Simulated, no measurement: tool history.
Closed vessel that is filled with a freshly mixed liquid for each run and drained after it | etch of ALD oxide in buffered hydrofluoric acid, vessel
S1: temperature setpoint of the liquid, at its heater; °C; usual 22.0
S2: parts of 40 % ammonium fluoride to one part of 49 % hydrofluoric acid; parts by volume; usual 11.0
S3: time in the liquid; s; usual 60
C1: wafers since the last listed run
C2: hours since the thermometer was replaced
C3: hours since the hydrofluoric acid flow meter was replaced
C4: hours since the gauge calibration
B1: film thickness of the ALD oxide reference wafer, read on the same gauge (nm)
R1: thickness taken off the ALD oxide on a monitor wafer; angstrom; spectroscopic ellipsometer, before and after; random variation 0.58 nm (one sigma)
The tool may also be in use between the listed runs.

| run | day | S1 | S2 | S3 | C1 | C2 | C3 | C4 | B1 | R1 |
|---|---|---|---|---|---|---|---|---|---|---|
| 1 | 0.000 | 24.5 | 11.0 | 60 | 0 | 1288.1 | 2211.2 | 212.1 | 99.97 | 857.1 |
| 2 | 0.700 | 19.5 | 11.0 | 60 | 1891 | 1304.9 | 2228.0 | 228.9 | 100.03 | 647.4 |
| 3 | 0.950 | 19.5 | 11.0 | 60 | 675 | 1310.9 | 2234.0 | 234.9 | 100.02 | 651.2 |
| 4 | 1.400 | 19.5 | 11.0 | 60 | 1215 | 1321.7 | 2244.8 | 245.7 | 100.00 | 642.8 |
|  | 1.862 | gauge calibrated |
| 5 | 2.025 | 23.0 | 11.0 | 85 | 1688 | 1336.7 | 2259.8 | 3.9 | 100.03 | 1099.7 |
| 6 | 2.367 | 24.0 | 11.0 | 60 | 923 | 1344.9 | 2268.0 | 12.1 | 99.98 | 825.7 |
| 7 | 3.075 | 24.0 | 11.0 | 60 | 1914 | 1361.9 | 2285.0 | 29.1 | 99.99 | 830.4 |
| 8 | 3.821 | 24.0 | 11.0 | 60 | 2015 | 1379.8 | 2302.9 | 47.0 | 100.02 | 838.8 |
| 9 | 4.533 | 22.0 | 11.0 | 85 | 1925 | 1396.9 | 2320.0 | 64.1 | 99.99 | 1058.4 |
| 10 | 4.850 | 22.0 | 11.0 | 85 | 855 | 1404.5 | 2327.6 | 71.7 | 100.01 | 1055.0 |
| 11 | 5.254 | 22.0 | 11.0 | 85 | 1092 | 1414.2 | 2337.3 | 81.4 | 100.02 | 1069.8 |
| 12 | 5.604 | 22.0 | 11.0 | 80 | 945 | 1422.6 | 2345.7 | 89.8 | 99.99 | 992.2 |
| 13 | 6.008 | 22.0 | 11.0 | 80 | 1092 | 1432.3 | 2355.4 | 99.5 | 100.03 | 997.6 |
| 14 | 6.754 | 22.0 | 11.0 | 80 | 2015 | 1450.2 | 2373.3 | 117.4 | 100.01 | 996.1 |
| 15 | 7.129 | 22.0 | 14.5 | 60 | 1013 | 1459.2 | 2382.3 | 126.4 | 100.02 | 559.3 |
| 16 | 7.854 | 22.0 | 14.5 | 60 | 1959 | 1476.6 | 2399.7 | 143.8 | 100.03 | 558.6 |
|  | 8.283 | hydrofluoric acid flow meter replaced |
| 17 | 8.483 | 22.0 | 11.0 | 60 | 1587 | 1491.7 | 4.8 | 158.9 | 100.00 | 740.8 |
| 18 | 9.133 | 22.0 | 11.0 | 60 | 1756 | 1507.3 | 20.4 | 174.5 | 100.04 | 757.6 |
| 19 | 9.721 | 22.0 | 11.0 | 60 | 1587 | 1521.4 | 34.5 | 188.6 | 99.99 | 742.1 |
|  | 9.992 | thermometer replaced |
| 20 | 10.050 | 26.0 | 15.0 | 30 | 776 | 1.4 | 42.4 | 196.5 | 99.97 | 343.0 |
| 21 | 11.212 | 22.0 | 7.0 | 60 | 3141 | 29.3 | 70.3 | 224.4 | 100.01 | 1156.0 |
| 22 | 11.546 | 26.0 | 13.5 | 90 | 900 | 37.3 | 78.3 | 232.4 | 99.99 | 1146.5 |
| 23 | 12.108 | 23.0 | 11.0 | 85 | 1519 | 50.8 | 91.8 | 245.9 | 100.00 | 1119.3 |
| 24 | 12.704 | 18.0 | 15.0 | 60 | 1610 | 65.1 | 106.1 | 260.2 | 100.00 | 436.4 |
| 25 | 13.088 | 20.0 | 11.0 | 35 | 1035 | 74.3 | 115.3 | 269.4 | 100.03 | 389.8 |
| 26 | 13.421 | 18.5 | 11.0 | 60 | 900 | 82.3 | 123.3 | 277.4 | 99.97 | 615.6 |
| 27 | 13.758 | 22.0 | 11.0 | 60 | 911 | 90.4 | 131.4 | 285.5 | 100.01 | 754.9 |
|  | 13.825 | gauge calibrated |
| 28 | 14.975 | 22.0 | 14.5 | 85 | 3287 | 119.6 | 160.6 | 27.6 | 99.98 | 799.7 |
| 29 | 15.312 | 20.5 | 8.5 | 30 | 911 | 127.7 | 168.7 | 35.7 | 99.98 | 428.7 |
| 30 | 15.758 | 22.0 | 11.0 | 50 | 1204 | 138.4 | 179.4 | 46.4 | 100.00 | 624.3 |
| 31 | 16.483 | 19.0 | 11.0 | 50 | 1959 | 155.8 | 196.8 | 63.8 | 100.02 | 525.6 |
| 32 | 18.200 | 22.0 | 11.0 | 35 | 4638 | 197.0 | 238.0 | 105.0 | 99.98 | 433.8 |
| 33 | 18.717 | 25.0 | 9.5 | 75 | 1396 | 209.4 | 250.4 | 117.4 | 99.98 | 1259.3 |
| 34 | 19.229 | 24.0 | 11.0 | 60 | 1384 | 221.7 | 262.7 | 129.7 | 99.98 | 834.4 |

The tool's hidden state at each run:
liquid hotter than its thermometer reads (K): 0 in every run
hydrofluoric acid flow below the setpoint (%): 0 in every run
gauge reads high (%): 0 in every run

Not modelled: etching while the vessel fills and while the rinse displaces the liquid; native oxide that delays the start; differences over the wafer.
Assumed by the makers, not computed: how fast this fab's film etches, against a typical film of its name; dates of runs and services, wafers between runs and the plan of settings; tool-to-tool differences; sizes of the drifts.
